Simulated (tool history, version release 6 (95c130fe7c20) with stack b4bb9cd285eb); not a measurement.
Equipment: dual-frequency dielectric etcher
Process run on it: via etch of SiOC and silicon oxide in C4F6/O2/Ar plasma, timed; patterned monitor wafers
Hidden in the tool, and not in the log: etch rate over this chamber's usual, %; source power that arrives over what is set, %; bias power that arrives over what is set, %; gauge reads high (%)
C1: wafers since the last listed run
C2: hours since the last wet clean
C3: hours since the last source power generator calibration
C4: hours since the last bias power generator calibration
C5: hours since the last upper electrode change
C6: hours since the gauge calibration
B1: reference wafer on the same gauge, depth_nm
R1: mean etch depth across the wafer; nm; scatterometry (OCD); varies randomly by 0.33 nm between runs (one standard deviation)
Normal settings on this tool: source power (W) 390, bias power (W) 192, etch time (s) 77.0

{"run": 1, "day": 0.0, "source power (W)": 390, "bias power (W)": 192, "etch time (s)": 77.0, "C1": 0, "C2": 350.0, "C3": 4872.1, "C4": 2478.7, "C5": 2969.3, "C6": 984.6, "B1": 104.1, "R1": 92.4}
{"day": 1.054, "done": "source power generator calibrated"}
{"run": 2, "day": 1.312, "source power (W)": 390, "bias power (W)": 204, "etch time (s)": 77.0, "C1": 396, "C2": 381.5, "C3": 6.2, "C4": 2510.2, "C5": 3000.8, "C6": 1016.1, "B1": 104.1, "R1": 93.5}
{"run": 3, "day": 2.367, "source power (W)": 390, "bias power (W)": 204, "etch time (s)": 77.0, "C1": 364, "C2": 406.8, "C3": 31.5, "C4": 2535.5, "C5": 3026.1, "C6": 1041.4, "B1": 104.1, "R1": 93.9}
{"day": 2.671, "done": "bias power generator calibrated"}
{"day": 5.546, "done": "wet clean of the chamber"}
{"run": 4, "day": 5.567, "source power (W)": 390, "bias power (W)": 192, "etch time (s)": 77.0, "C1": 703, "C2": 0.5, "C3": 108.3, "C4": 69.5, "C5": 3102.9, "C6": 1118.2, "B1": 104.1, "R1": 92.2}
{"run": 5, "day": 7.921, "source power (W)": 390, "bias power (W)": 192, "etch time (s)": 77.0, "C1": 814, "C2": 57.0, "C3": 164.8, "C4": 126.0, "C5": 3159.4, "C6": 1174.7, "B1": 104.1, "R1": 92.5}
{"run": 6, "day": 10.417, "source power (W)": 390, "bias power (W)": 192, "etch time (s)": 77.0, "C1": 863, "C2": 116.9, "C3": 224.7, "C4": 185.9, "C5": 3219.3, "C6": 1234.6, "B1": 104.2, "R1": 92.2}
{"run": 7, "day": 12.462, "source power (W)": 390, "bias power (W)": 192, "etch time (s)": 77.0, "C1": 707, "C2": 166.0, "C3": 273.8, "C4": 235.0, "C5": 3268.4, "C6": 1283.7, "B1": 104.0, "R1": 92.3}
{"day": 14.862, "done": "upper electrode replaced"}
{"run": 8, "day": 14.883, "source power (W)": 440, "bias power (W)": 176, "etch time (s)": 91.0, "C1": 491, "C2": 224.1, "C3": 331.9, "C4": 293.1, "C5": 0.5, "C6": 1341.8, "B1": 104.1, "R1": 114.0}
{"run": 9, "day": 15.354, "source power (W)": 330, "bias power (W)": 171, "etch time (s)": 64.5, "C1": 162, "C2": 235.4, "C3": 343.2, "C4": 304.4, "C5": 11.8, "C6": 1353.1, "B1": 104.0, "R1": 69.1}
{"run": 10, "day": 17.733, "source power (W)": 390, "bias power (W)": 155, "etch time (s)": 77.0, "C1": 823, "C2": 292.5, "C3": 400.3, "C4": 361.5, "C5": 68.9, "C6": 1410.2, "B1": 104.1, "R1": 88.1}
{"run": 11, "day": 19.008, "source power (W)": 290, "bias power (W)": 150, "etch time (s)": 88.0, "C1": 441, "C2": 323.1, "C3": 430.9, "C4": 392.1, "C5": 99.5, "C6": 1440.8, "B1": 104.1, "R1": 85.6}
{"run": 12, "day": 20.262, "source power (W)": 320, "bias power (W)": 192, "etch time (s)": 87.0, "C1": 433, "C2": 353.2, "C3": 461.0, "C4": 422.2, "C5": 129.6, "C6": 1470.9, "B1": 104.2, "R1": 94.6}
{"day": 21.6, "done": "wet clean of the chamber"}
{"run": 13, "day": 23.008, "source power (W)": 480, "bias power (W)": 223, "etch time (s)": 90.0, "C1": 604, "C2": 33.8, "C3": 526.9, "C4": 488.1, "C5": 195.5, "C6": 1536.8, "B1": 104.1, "R1": 124.6}
{"run": 14, "day": 24.783, "source power (W)": 390, "bias power (W)": 204, "etch time (s)": 77.0, "C1": 614, "C2": 76.4, "C3": 569.5, "C4": 530.7, "C5": 238.1, "C6": 1579.4, "B1": 104.1, "R1": 94.6}
{"run": 15, "day": 26.125, "source power (W)": 460, "bias power (W)": 222, "etch time (s)": 93.5, "C1": 464, "C2": 108.6, "C3": 601.7, "C4": 562.9, "C5": 270.3, "C6": 1611.6, "B1": 104.2, "R1": 126.1}
{"run": 16, "day": 27.404, "source power (W)": 390, "bias power (W)": 204, "etch time (s)": 77.0, "C1": 442, "C2": 139.3, "C3": 632.4, "C4": 593.6, "C5": 301.0, "C6": 1642.3, "B1": 104.1, "R1": 94.3}
{"run": 17, "day": 28.546, "source power (W)": 390, "bias power (W)": 192, "etch time (s)": 77.0, "C1": 395, "C2": 166.7, "C3": 659.8, "C4": 621.0, "C5": 328.4, "C6": 1669.7, "B1": 104.1, "R1": 93.0}
{"day": 29.333, "done": "gauge calibrated"}
{"run": 18, "day": 30.967, "source power (W)": 360, "bias power (W)": 239, "etch time (s)": 97.5, "C1": 837, "C2": 224.8, "C3": 717.9, "C4": 679.1, "C5": 386.5, "C6": 39.2, "B1": 104.1, "R1": 119.5}
{"run": 19, "day": 33.912, "source power (W)": 390, "bias power (W)": 192, "etch time (s)": 77.0, "C1": 1019, "C2": 295.5, "C3": 788.6, "C4": 749.8, "C5": 457.2, "C6": 109.9, "B1": 104.1, "R1": 92.6}
{"run": 20, "day": 36.696, "source power (W)": 390, "bias power (W)": 204, "etch time (s)": 77.0, "C1": 963, "C2": 362.3, "C3": 855.4, "C4": 816.6, "C5": 524.0, "C6": 176.7, "B1": 104.1, "R1": 93.9}
{"run": 21, "day": 38.058, "source power (W)": 390, "bias power (W)": 149, "etch time (s)": 62.5, "C1": 471, "C2": 395.0, "C3": 888.1, "C4": 849.3, "C5": 556.7, "C6": 209.4, "B1": 104.1, "R1": 71.0}
{"run": 22, "day": 39.671, "source power (W)": 390, "bias power (W)": 192, "etch time (s)": 77.0, "C1": 557, "C2": 433.7, "C3": 926.8, "C4": 888.0, "C5": 595.4, "C6": 248.1, "B1": 104.1, "R1": 92.9}
{"day": 41.571, "done": "wet clean of the chamber"}
{"run": 23, "day": 41.846, "source power (W)": 490, "bias power (W)": 161, "etch time (s)": 77.0, "C1": 406, "C2": 6.6, "C3": 979.0, "C4": 940.2, "C5": 647.6, "C6": 300.3, "B1": 104.2, "R1": 99.6}
{"run": 24, "day": 43.275, "source power (W)": 390, "bias power (W)": 192, "etch time (s)": 77.0, "C1": 494, "C2": 40.9, "C3": 1013.3, "C4": 974.5, "C5": 681.9, "C6": 334.6, "B1": 104.2, "R1": 92.2}
{"run": 25, "day": 45.567, "source power (W)": 390, "bias power (W)": 222, "etch time (s)": 98.0, "C1": 792, "C2": 95.9, "C3": 1068.3, "C4": 1029.5, "C5": 736.9, "C6": 389.6, "B1": 104.1, "R1": 122.5}
{"run": 26, "day": 47.525, "source power (W)": 390, "bias power (W)": 233, "etch time (s)": 77.0, "C1": 677, "C2": 142.9, "C3": 1115.3, "C4": 1076.5, "C5": 783.9, "C6": 436.6, "B1": 104.0, "R1": 97.5}
{"run": 27, "day": 48.792, "source power (W)": 430, "bias power (W)": 192, "etch time (s)": 77.0, "C1": 438, "C2": 173.3, "C3": 1145.7, "C4": 1106.9, "C5": 814.3, "C6": 467.0, "B1": 104.1, "R1": 97.4}
{"run": 28, "day": 50.042, "source power (W)": 320, "bias power (W)": 192, "etch time (s)": 63.5, "C1": 432, "C2": 203.3, "C3": 1175.7, "C4": 1136.9, "C5": 844.3, "C6": 497.0, "B1": 104.1, "R1": 69.3}
{"run": 29, "day": 52.071, "source power (W)": 490, "bias power (W)": 192, "etch time (s)": 61.5, "C1": 702, "C2": 252.0, "C3": 1224.4, "C4": 1185.6, "C5": 893.0, "C6": 545.7, "B1": 104.0, "R1": 82.8}
{"run": 30, "day": 54.621, "source power (W)": 320, "bias power (W)": 206, "etch time (s)": 60.0, "C1": 882, "C2": 313.2, "C3": 1285.6, "C4": 1246.8, "C5": 954.2, "C6": 606.9, "B1": 104.1, "R1": 66.9}
{"run": 31, "day": 55.654, "source power (W)": 390, "bias power (W)": 223, "etch time (s)": 77.0, "C1": 357, "C2": 338.0, "C3": 1310.4, "C4": 1271.6, "C5": 979.0, "C6": 631.7, "B1": 104.0, "R1": 96.1}

Describe how what the log doesn't record of the tool's condition differs between the last listed run preceding each entry between runs and the first listed run following it.
Logged between run 1 and run 2: source power generator calibrated (day 1.054)
  nothing in the hidden state changes from one run to the other
Logged between run 3 and run 4: bias power generator calibrated (day 2.671); wet clean of the chamber (day 5.546)
  nothing in the hidden state changes from one run to the other
Logged between run 7 and run 8: upper electrode replaced (day 14.862)
  nothing in the hidden state changes from one run to the other
Logged between run 12 and run 13: wet clean of the chamber (day 21.600)
  nothing in the hidden state changes from one run to the other
Logged between run 17 and run 18: gauge calibrated (day 29.333)
  nothing in the hidden state changes from one run to the other
Logged between run 22 and run 23: wet clean of the chamber (day 41.571)
  nothing in the hidden state changes from one run to the other
